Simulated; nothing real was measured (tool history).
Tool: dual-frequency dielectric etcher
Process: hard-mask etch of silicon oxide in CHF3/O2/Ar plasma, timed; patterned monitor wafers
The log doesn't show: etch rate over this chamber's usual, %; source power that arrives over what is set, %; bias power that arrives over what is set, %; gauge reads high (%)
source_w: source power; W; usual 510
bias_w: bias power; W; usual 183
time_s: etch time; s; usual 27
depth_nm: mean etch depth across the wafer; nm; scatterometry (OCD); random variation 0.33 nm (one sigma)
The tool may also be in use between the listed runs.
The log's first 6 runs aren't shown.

| run | hour | source_w | bias_w | time_s | wafers since the last listed run | hours since the last wet clean | hours since the last source power generator calibration | hours since the last bias power generator calibration | hours since the last upper electrode change | hours since the gauge calibration | read-back reference wafer on the same gauge, depth_nm | depth_nm |
|---|---|---|---|---|---|---|---|---|---|---|---|---|
|  | 536.2 | upper electrode replaced |
| 7 | 536.7 | 510 | 183 | 27 | 592 | 325.4 | 131.2 | 2515.1 | 0.5 | 2630.1 | 42.8 | 50.4 |
| 8 | 622.8 | 510 | 183 | 27 | 1346 | 411.5 | 217.3 | 2601.2 | 86.6 | 2716.2 | 42.9 | 50.2 |
| 9 | 712.5 | 480 | 183 | 23.5 | 1402 | 501.2 | 307 | 2690.9 | 176.3 | 2805.9 | 42.8 | 42.6 |
| 10 | 817 | 480 | 183 | 23.5 | 1634 | 605.7 | 411.5 | 2795.4 | 280.8 | 2910.4 | 42.9 | 42.7 |
|  | 872.6 | wet clean of the chamber |
| 11 | 882 | 510 | 183 | 27 | 641 | 9.4 | 476.5 | 2860.4 | 345.8 | 2975.4 | 42.9 | 49.4 |
| 12 | 924.3 | 510 | 183 | 23 | 661 | 51.7 | 518.8 | 2902.7 | 388.1 | 3017.7 | 42.8 | 42.6 |
| 13 | 1143.9 | 510 | 183 | 27 | 3433 | 271.3 | 738.4 | 3122.3 | 607.7 | 3237.3 | 42.9 | 50.2 |
| 14 | 1183.8 | 510 | 210 | 27 | 623 | 311.2 | 778.3 | 3162.2 | 647.6 | 3277.2 | 43 | 51.2 |
| 15 | 1243.5 | 510 | 183 | 27 | 933 | 370.9 | 838 | 3221.9 | 707.3 | 3336.9 | 42.8 | 49.7 |
| 16 | 1292.3 | 600 | 197 | 20 | 763 | 419.7 | 886.8 | 3270.7 | 756.1 | 3385.7 | 42.8 | 39.2 |
| 17 | 1355.6 | 510 | 183 | 27 | 989 | 483 | 950.1 | 3334 | 819.4 | 3449 | 42.9 | 49.7 |
| 18 | 1437.7 | 610 | 215 | 33 | 1283 | 565.1 | 1032.2 | 3416.1 | 901.5 | 3531.1 | 42.9 | 66.3 |
|  | 1478.9 | wet clean of the chamber |
| 19 | 1492.4 | 510 | 170 | 30.5 | 480 | 13.5 | 1086.9 | 3470.8 | 956.2 | 3585.8 | 42.9 | 55.5 |
| 20 | 1590.4 | 510 | 183 | 27 | 1532 | 111.5 | 1184.9 | 3568.8 | 1054.2 | 3683.8 | 42.9 | 49.7 |
|  | 1607 | bias power generator calibrated |
|  | 1629.5 | gauge calibrated |
| 21 | 1664.6 | 510 | 183 | 34.5 | 1097 | 185.7 | 1259.1 | 57.6 | 1128.4 | 35.1 | 43 | 63.8 |
| 22 | 1720 | 470 | 160 | 27 | 866 | 241.1 | 1314.5 | 113 | 1183.8 | 90.5 | 42.9 | 47.1 |
| 23 | 1769.3 | 510 | 208 | 27 | 770 | 290.4 | 1363.8 | 162.3 | 1233.1 | 139.8 | 42.8 | 51.6 |
| 24 | 1868.7 | 510 | 183 | 27 | 1554 | 389.8 | 1463.2 | 261.7 | 1332.5 | 239.2 | 42.9 | 49.5 |
| 25 | 1913.7 | 560 | 196 | 31 | 703 | 434.8 | 1508.2 | 306.7 | 1377.5 | 284.2 | 42.9 | 60.9 |
| 26 | 2000 | 540 | 183 | 27 | 1349 | 521.1 | 1594.5 | 393 | 1463.8 | 370.5 | 42.9 | 51.4 |
|  | 2077.4 | wet clean of the chamber |
| 27 | 2077.9 | 510 | 183 | 33 | 842 | 0.5 | 1672.4 | 470.9 | 1541.7 | 448.4 | 42.8 | 61.1 |
| 28 | 2125.3 | 380 | 183 | 24.5 | 741 | 47.9 | 1719.8 | 518.3 | 1589.1 | 495.8 | 42.9 | 41.3 |
| 29 | 2181.9 | 510 | 183 | 20 | 885 | 104.5 | 1776.4 | 574.9 | 1645.7 | 552.4 | 42.9 | 37.1 |
| 30 | 2264.6 | 510 | 216 | 27 | 1293 | 187.2 | 1859.1 | 657.6 | 1728.4 | 635.1 | 42.9 | 52.3 |

Each row is a separate what-if for the run after 30, all from the same tool condition, not one after another. Results?
| A | 2265 | 510 | 183 | 33.5 | 6 | 187.6 | 1859.5 | 658 | 1728.8 | 635.5 | ? | ? |
| B | 2265 | 510 | 183 | 30 | 6 | 187.6 | 1859.5 | 658 | 1728.8 | 635.5 | ? | ? |
| C | 2265 | 510 | 183 | 29.5 | 6 | 187.6 | 1859.5 | 658 | 1728.8 | 635.5 | ? | ? |
| D | 2265 | 610 | 159 | 23.5 | 6 | 187.6 | 1859.5 | 658 | 1728.8 | 635.5 | ? | ? |

| run | read-back reference wafer on the same gauge, depth_nm | depth_nm |
|---|---|---|
| A | 42.9 | 61.4 |
| B | 42.9 | 55 |
| C | 42.9 | 54.1 |
| D | 42.9 | 44 |
Stripped of hidden state, with their random variation kept, the same runs would have yielded:
| run | depth_nm |
|---|---|
| A | 61.4 |
| B | 55 |
| C | 54.1 |
| D | 44 |
